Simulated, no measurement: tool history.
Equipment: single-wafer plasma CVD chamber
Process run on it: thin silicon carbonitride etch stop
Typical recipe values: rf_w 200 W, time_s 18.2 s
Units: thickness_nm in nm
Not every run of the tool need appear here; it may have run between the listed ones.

run,hour,rf_w,time_s,wafers since the last listed run,hours since the last thermocouple change,hours since the last RF generator calibration,hours since the showerhead was replaced,hours since the gauge calibration,"read-back reference wafer on the same gauge, thickness_nm",thickness_nm
1,0,200,19.6,0,1344.2,2139.9,2456.8,139.9,11.401,11.035
2,31.5,200,19.6,1233,1375.7,2171.4,2488.3,171.4,11.4,11.07
3,106.3,200,18.2,2928,1450.5,2246.2,2563.1,246.2,11.389,10.239
4,137.2,200,18.2,1209,1481.4,2277.1,2594,277.1,11.394,10.302
5,151.3,200,18.2,551,1495.5,2291.2,2608.1,291.2,11.402,10.272
6,169.5,180,18.2,712,1513.7,2309.4,2626.3,309.4,11.389,9.905
7,195.6,200,18.2,1021,1539.8,2335.5,2652.4,335.5,11.421,10.254
8,216.6,200,18.2,822,1560.8,2356.5,2673.4,356.5,11.405,10.212
9,232.9,200,18.2,638,1577.1,2372.8,2689.7,372.8,11.423,10.235
10,253.5,200,18.2,806,1597.7,2393.4,2710.3,393.4,11.385,10.309
11,283.7,210,18.2,1182,1627.9,2423.6,2740.5,423.6,11.398,10.374
12,310.7,210,18.2,1056,1654.9,2450.6,2767.5,450.6,11.395,10.422
# hour 334.6: thermocouple changed; heater temperature recalibrated
13,335.1,200,18.2,641,0.5,2475,2791.9,475,11.393,10.318
14,364.6,200,20.3,1154,30,2504.5,2821.4,504.5,11.396,11.48
15,387.3,200,20.3,888,52.7,2527.2,2844.1,527.2,11.381,11.394
16,400.2,200,18.2,504,65.6,2540.1,2857,540.1,11.409,10.163
# hour 410.3: RF generator calibrated
17,436,160,14.8,1088,101.4,25.7,2892.8,575.9,11.392,7.781
# hour 463.7: showerhead replaced
18,464.2,165,19.3,790,129.6,53.9,0.5,604.1,11.41,10.239
19,489.1,200,18.2,974,154.5,78.8,25.4,629,11.39,10.307
20,508.8,200,18.2,771,174.2,98.5,45.1,648.7,11.414,10.386
# hour 521: gauge calibrated
21,606.3,200,20.3,3816,271.7,196,142.6,85.3,11.4,11.403
22,634.9,175,18.2,1119,300.3,224.6,171.2,113.9,11.404,9.885
23,659.3,200,18.2,955,324.7,249,195.6,138.3,11.377,10.258
24,692.3,225,15.1,1291,357.7,282,228.6,171.3,11.388,8.854
25,718.8,180,14.9,1037,384.2,308.5,255.1,197.8,11.412,8.197

Run 26 is up next; what results do you expect?
26,737.9,185,20.6,747,403.3,327.6,274.2,216.9,?,?

read-back reference wafer on the same gauge, thickness_nm: 11.409
thickness_nm: 11.334 nm
Had the tool carried no hidden state, the very same run would have given thickness_nm 11.334 nm.
